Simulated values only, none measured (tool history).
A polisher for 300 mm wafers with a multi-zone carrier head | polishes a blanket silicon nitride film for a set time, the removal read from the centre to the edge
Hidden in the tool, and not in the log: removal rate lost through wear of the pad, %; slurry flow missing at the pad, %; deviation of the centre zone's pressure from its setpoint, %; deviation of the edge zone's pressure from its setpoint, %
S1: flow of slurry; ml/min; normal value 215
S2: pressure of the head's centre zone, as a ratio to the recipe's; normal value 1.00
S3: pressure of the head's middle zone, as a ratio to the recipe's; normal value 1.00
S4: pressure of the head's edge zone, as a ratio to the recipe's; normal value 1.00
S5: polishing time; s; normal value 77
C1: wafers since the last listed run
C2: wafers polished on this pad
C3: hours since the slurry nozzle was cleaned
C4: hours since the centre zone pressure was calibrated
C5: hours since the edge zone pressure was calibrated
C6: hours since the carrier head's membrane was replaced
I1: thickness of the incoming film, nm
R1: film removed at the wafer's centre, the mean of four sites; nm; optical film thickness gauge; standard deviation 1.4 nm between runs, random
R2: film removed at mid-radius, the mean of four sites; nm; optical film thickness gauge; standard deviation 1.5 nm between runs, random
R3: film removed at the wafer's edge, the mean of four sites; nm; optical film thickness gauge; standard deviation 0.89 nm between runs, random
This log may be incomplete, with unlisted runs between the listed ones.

run,hour,S1,S2,S3,S4,S5,C1,C2,C3,C4,C5,C6,I1,R1,R2,R3
1,0.0,215,1.00,0.96,1.00,77,0,6837,428.1,15.0,507.4,1651.8,400.1,94.0,94.1,98.4
2,101.3,160,1.00,1.00,1.09,77,1295,8133,529.4,116.3,608.7,1753.1,396.4,89.9,92.7,99.5
# hour 141.7: carrier head's membrane replaced by a new one
# hour 172.3: worn pad replaced by a new one
3,180.2,215,1.00,1.00,1.00,66,894,101,608.3,195.2,687.6,38.5,401.0,86.3,90.9,88.0
4,232.6,215,0.92,1.00,0.95,77,670,772,660.7,247.6,740.0,90.9,392.8,92.0,103.3,99.8
5,321.8,215,1.00,1.00,1.00,77,1141,1913,749.9,336.8,829.2,180.1,397.4,101.2,102.6,103.7
6,358.3,190,1.00,1.00,1.04,93,466,2380,786.4,373.3,865.7,216.6,399.6,117.0,119.7,124.5
7,426.3,215,1.00,0.90,1.00,77,869,3250,854.4,441.3,933.7,284.6,406.2,100.7,91.4,101.1
# hour 447.4: slurry nozzle cleaned
8,528.7,215,1.00,1.00,1.00,77,1297,4547,81.3,543.7,1036.1,387.0,395.8,98.7,103.6,101.8
9,595.6,215,1.00,1.00,1.00,77,855,5403,148.2,610.6,1103.0,453.9,403.1,99.3,103.6,100.8
10,653.5,215,1.06,1.00,1.00,77,740,6144,206.1,668.5,1160.9,511.8,400.9,101.4,101.3,100.1
11,703.2,215,1.00,1.10,1.00,77,635,6779,255.8,718.2,1210.6,561.5,397.7,95.8,108.0,98.9
12,799.4,215,0.96,1.00,1.00,77,1230,8010,352.0,814.4,1306.8,657.7,395.1,94.6,100.7,98.9
13,868.5,215,1.00,1.00,1.00,77,884,8894,421.1,883.5,1375.9,726.8,395.8,94.4,99.9,99.2
# hour 893.1: edge zone pressure recalibrated
14,971.0,215,1.00,1.00,1.00,77,1285,10180,523.6,986.0,77.9,829.3,403.1,97.2,99.4,98.1
15,1051.1,260,1.00,0.89,1.00,77,1024,11205,603.7,1066.1,158.0,909.4,400.0,94.4,90.4,98.7
# hour 1079.6: worn pad replaced by a new one
16,1154.3,215,1.00,1.00,1.00,77,1269,955,706.9,1169.3,261.2,1012.6,401.3,100.3,103.8,102.1
17,1235.9,215,0.92,1.10,1.11,60,1043,1999,788.5,1250.9,342.8,1094.2,401.7,71.2,86.4,81.8
18,1282.9,265,1.00,1.00,1.00,77,601,2600,835.5,1297.9,389.8,1141.2,401.9,100.9,101.0,102.7
# hour 1337.2: slurry nozzle cleaned
19,1549.0,155,1.04,1.00,1.00,77,3391,5991,211.8,1564.0,655.9,1407.3,400.9,92.7,91.6,93.3
20,1609.4,145,0.94,1.00,1.04,85,772,6764,272.2,1624.4,716.3,1467.7,407.4,90.7,100.7,105.4
# hour 1613.8: centre zone pressure recalibrated
21,1698.3,215,1.00,1.10,1.00,77,1111,7876,361.1,84.5,805.2,1556.6,397.4,94.0,104.1,97.9
22,1771.8,215,1.00,1.00,1.00,69,940,8816,434.6,158.0,878.7,1630.1,401.0,83.9,86.4,87.6

Below are 4 alternative next runs, each starting from the tool's condition after run 22. Predict each:
A,1772.2,215,1.00,1.00,1.00,51,5,8821,435.0,158.4,879.1,1630.5,403.3,?,?,?
B,1772.2,215,1.00,1.00,1.04,77,5,8821,435.0,158.4,879.1,1630.5,403.3,?,?,?
C,1772.2,215,0.94,1.04,0.92,68,5,8821,435.0,158.4,879.1,1630.5,403.3,?,?,?
D,1772.2,245,1.00,1.04,0.89,62,5,8821,435.0,158.4,879.1,1630.5,403.3,?,?,?

run,R1,R2,R3
A,62.8,64.6,63.8
B,94.8,97.5,98.2
C,78.7,89.0,81.7
D,77.9,82.6,74.4
What these runs would have given with no unlogged condition in the tool:
run,R1,R2,R3
A,67.7,69.5,68.7
B,102.2,105.0,105.7
C,84.8,95.9,88.0
D,83.9,89.0,80.1
